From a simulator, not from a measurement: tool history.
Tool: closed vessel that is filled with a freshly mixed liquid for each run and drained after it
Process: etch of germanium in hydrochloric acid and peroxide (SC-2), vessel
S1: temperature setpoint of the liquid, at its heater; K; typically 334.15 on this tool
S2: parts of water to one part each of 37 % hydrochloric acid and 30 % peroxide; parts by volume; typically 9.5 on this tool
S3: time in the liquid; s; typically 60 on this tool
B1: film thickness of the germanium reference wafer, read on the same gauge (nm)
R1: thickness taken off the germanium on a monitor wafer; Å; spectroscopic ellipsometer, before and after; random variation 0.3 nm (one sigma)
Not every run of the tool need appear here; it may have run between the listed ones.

run   hour      S1   S2  S3     B1      R1
  1    0.0  331.15  9.5  60  40.01  1348.3
  2   48.1  334.15  9.5  60  40.01  1473.1
  3   79.7  334.15  9.5  60  39.98  1473.4
  4  199.0  334.15  9.5  80  40.00  1958.3
  5  244.5  330.15  9.5  60  40.00  1304.1
  6  299.9  334.15  9.5  60  39.99  1470.8
     344.3  -- new drum of peroxide connected
  7  349.0  334.15  9.5  60  40.01  1463.4
  8  384.9  334.15  9.5  60  40.01  1470.6
     407.8  -- chemicals flow meter replaced
     424.7  -- thermometer replaced
  9  434.4  334.15  9.5  85  40.01  2112.1

Run 10 comes next. What will it give?
 10  484.0  334.15  9.5  60   ?   ?

{"run 10": {"B1": 39.99, "R1": 1491.2}}
Were there no unlogged condition in the tool, this run, its random variation unchanged, would have produced R1 1497.3 Å.
